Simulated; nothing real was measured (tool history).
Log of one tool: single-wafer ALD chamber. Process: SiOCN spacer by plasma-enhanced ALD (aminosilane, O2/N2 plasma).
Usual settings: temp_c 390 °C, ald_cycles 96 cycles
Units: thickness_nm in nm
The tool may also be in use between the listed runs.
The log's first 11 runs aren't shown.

run    hour  temp_c  ald_cycles  wafers since the last listed run  hours since the last thermocouple change  hours since the gauge calibration  read-back reference wafer on the same gauge, thickness_nm  thickness_nm
 12   587.8     386          96                               133                                      2288                             1188.3                                                      6.171          5.22
 13     636     390          96                               149                                    2336.2                             1236.5                                                      6.164         5.208
 14   700.4     390          96                               200                                    2400.6                             1300.9                                                      6.171          5.22
 15   753.2     390          96                               164                                    2453.4                             1353.7                                                      6.172         5.223
 16   788.5     397          96                               109                                    2488.7                               1389                                                      6.163         5.199
 17   832.4     395         110                               136                                    2532.6                             1432.9                                                      6.172         5.979
 18   878.5     390          96                               143                                    2578.7                               1479                                                      6.174         5.213
 19   916.1     399         101                               116                                    2616.3                             1516.6                                                      6.162         5.493
 20   945.5     400          85                                91                                    2645.7                               1546                                                      6.163         4.606
      975.5  -- gauge calibrated
 21  1006.4     378          96                               189                                    2706.6                               30.9                                                      6.172         5.223
 22  1052.5     390          88                               143                                    2752.7                                 77                                                      6.171         4.746
 23  1091.1     390          96                               120                                    2791.3                              115.6                                                      6.163         5.219
 24  1159.8     390          96                               213                                      2860                              184.3                                                      6.172         5.196
     1212.9  -- thermocouple changed; heater temperature recalibrated
 25  1213.4     390          96                               141                                       0.5                              237.9                                                      6.172         5.208
 26  1267.2     403          81                               167                                      54.3                              291.7                                                      6.172         4.356
 27  1307.9     396         108                               126                                        95                              332.4                                                      6.161          5.86
 28  1355.9     396          87                               149                                       143                              380.4                                                      6.166         4.717
 29  1389.2     384         114                               103                                     176.3                              413.7                                                      6.164         6.181
 30  1449.4     390          96                               187                                     236.5                              473.9                                                      6.168         5.211
 31  1475.3     401          89                                80                                     262.4                              499.8                                                      6.165         4.837
 32  1545.7     390          96                               218                                     332.8                              570.2                                                      6.167         5.201
 33  1596.9     390          96                               159                                       384                              621.4                                                      6.176         5.214

4 ways to go on from here, each from the tool as it stands after run 33. What would each give?
  A  1597.5     390          96                                 1                                     384.6                                622                                                          ?             ?
  B  1597.5     395         109                                 1                                     384.6                                622                                                          ?             ?
  C  1597.5     405         110                                 1                                     384.6                                622                                                          ?             ?
  D  1597.5     399          89                                 1                                     384.6                                622                                                          ?             ?

run  read-back reference wafer on the same gauge, thickness_nm  thickness_nm
  A                                                      6.172         5.197
  B                                                      6.172         5.901
  C                                                      6.172         5.889
  D                                                      6.172         4.818
Without the tool's hidden state the same runs would have given:
run  thickness_nm
  A         5.197
  B         5.901
  C         5.889
  D         4.818
